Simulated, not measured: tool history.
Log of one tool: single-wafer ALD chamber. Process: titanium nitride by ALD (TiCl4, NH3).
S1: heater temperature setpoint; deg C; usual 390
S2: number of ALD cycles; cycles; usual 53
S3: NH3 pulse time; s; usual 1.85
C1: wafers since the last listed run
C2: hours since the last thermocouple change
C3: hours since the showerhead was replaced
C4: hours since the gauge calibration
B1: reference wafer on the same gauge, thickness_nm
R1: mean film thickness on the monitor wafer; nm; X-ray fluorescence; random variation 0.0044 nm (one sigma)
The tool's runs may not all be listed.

run,day,S1,S2,S3,C1,C2,C3,C4,B1,R1
1,0.000,390,53,1.85,0,1345.4,8097.2,21.2,1.319,1.193
2,0.383,390,48,1.85,44,1354.6,8106.4,30.4,1.322,1.079
3,0.679,390,48,1.85,34,1361.7,8113.5,37.5,1.322,1.085
4,0.988,401,45,1.85,35,1369.1,8120.9,44.9,1.320,1.021
5,1.979,401,45,1.85,115,1392.9,8144.7,68.7,1.318,1.015
6,2.233,390,61,1.85,29,1399.0,8150.8,74.8,1.321,1.366
7,2.712,390,61,1.85,55,1410.5,8162.3,86.3,1.320,1.370
8,2.971,390,61,1.85,29,1416.7,8168.5,92.5,1.322,1.367
# day 3.704: thermocouple changed; heater temperature recalibrated
9,3.725,390,53,1.85,48,0.5,8186.6,110.6,1.320,1.184
10,4.025,390,53,1.85,34,7.7,8193.8,117.8,1.318,1.190
11,4.275,390,53,1.85,29,13.7,8199.8,123.8,1.320,1.186
12,4.829,390,53,1.85,64,27.0,8213.1,137.1,1.318,1.188
# day 5.112: gauge calibrated
13,5.175,390,53,1.85,40,35.3,8221.4,1.5,1.320,1.187
14,5.750,390,59,1.85,66,49.1,8235.2,15.3,1.318,1.324
15,6.108,390,53,1.85,41,57.7,8243.8,23.9,1.321,1.188
16,6.475,390,49,1.85,42,66.5,8252.6,32.7,1.319,1.102
# day 7.312: showerhead replaced
17,7.333,397,44,1.85,60,87.1,0.5,53.3,1.319,1.002
18,7.729,382,56,2.41,45,96.6,10.0,62.8,1.318,1.270
19,8.412,390,53,1.85,79,113.0,26.4,79.2,1.321,1.193
20,8.979,385,56,1.27,65,126.6,40.0,92.8,1.320,1.222
21,9.492,390,46,1.85,59,138.9,52.3,105.1,1.322,1.032
22,10.233,390,59,2.43,86,156.7,70.1,122.9,1.320,1.340
# day 10.421: gauge calibrated
23,10.688,397,48,2.48,52,167.6,81.0,6.4,1.321,1.098
24,11.342,390,59,2.43,75,183.3,96.7,22.1,1.322,1.342

The tool's hidden state at each run:
wafer temperature above the value expected at the setpoint (K): 0 in every run
gauge reads high (%): 0 in every run

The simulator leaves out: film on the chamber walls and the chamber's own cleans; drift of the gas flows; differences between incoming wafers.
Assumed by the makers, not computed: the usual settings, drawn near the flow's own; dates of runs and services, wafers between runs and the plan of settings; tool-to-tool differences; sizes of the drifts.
